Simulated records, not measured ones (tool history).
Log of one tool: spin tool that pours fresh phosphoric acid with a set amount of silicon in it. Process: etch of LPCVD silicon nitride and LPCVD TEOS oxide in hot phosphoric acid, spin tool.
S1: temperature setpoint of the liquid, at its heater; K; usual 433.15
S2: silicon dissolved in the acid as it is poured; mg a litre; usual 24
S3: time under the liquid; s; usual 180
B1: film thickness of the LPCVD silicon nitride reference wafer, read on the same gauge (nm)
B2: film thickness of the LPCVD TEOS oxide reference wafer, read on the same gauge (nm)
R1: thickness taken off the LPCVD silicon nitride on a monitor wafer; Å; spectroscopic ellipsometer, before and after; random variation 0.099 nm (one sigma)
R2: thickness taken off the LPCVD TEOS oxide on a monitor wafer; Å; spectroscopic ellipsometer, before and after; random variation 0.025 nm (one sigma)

run	day	S1	S2	S3	B1	B2	R1	R2
1	0	430.65	35.5	230	70.03	89.983	208	4.15
2	1.933	431.65	35.5	255	70.02	89.961	237.3	4.81
3	5.721	434.15	37	220	70.02	89.983	223.1	4.71
4	8.4	433.15	24	180	70.01	89.997	176.4	5.77
5	11.346	433.15	24	180	70.02	89.986	174.4	5.99
6	15.825	434.65	40	280	70.02	90.022	284.8	4.99
# day 16.896: gauge calibrated
7	17.846	433.15	10.5	180	70.03	90.015	173.5	8.64
8	21.946	433.15	24	180	69.96	90.032	174.5	6.19
9	23.946	430.65	35.5	230	70	89.972	203.9	4.18
10	27.604	433.15	16.5	180	70.01	90.003	171	7.48
11	31.346	431.65	35	180	69.98	90.028	164	3.53
12	32.9	436.15	6	210	69.98	90.01	220.5	14.48
# day 35.012: dissolved silicon flow meter replaced
13	36.75	433.15	24	180	70.03	90.008	172	6.15
14	39.879	430.15	16.5	115	69.97	89.997	99.1	3.83
15	41.733	430.15	19	180	70.02	90.004	154.6	5.46
16	43.629	434.65	15	125	69.99	90.032	125.1	5.61
17	47.075	431.15	16.5	180	70.02	89.988	159.7	6.05
18	49.425	432.15	14	150	70.02	89.998	136.9	5.38
19	52.538	433.15	24	255	70.02	89.993	240.6	8.61
20	55.308	433.15	24	125	70.04	89.996	117.4	3.92
21	58.758	432.15	6.5	270	70.01	90.003	244.6	12.93
22	60.988	433.15	33.5	180	70.03	90.004	167	3.68
23	64.725	433.15	24	180	70	90.007	166.6	5.5

3 ways to go on from here, each from the tool as it stands after run 23. What would each give?
A	64.746	433.15	14	180	?	?	?	?
B	64.746	434.65	24	125	?	?	?	?
C	64.746	431.15	5.5	180	?	?	?	?

run	B1	B2	R1	R2
A	69.98	90.013	167.4	7.15
B	69.98	90.013	122.3	4.2
C	69.98	90.013	156.4	7.43
Without the tool's hidden state the same runs would have given:
run	R1	R2
A	181.5	8.55
B	132.6	5.02
C	169.7	8.9
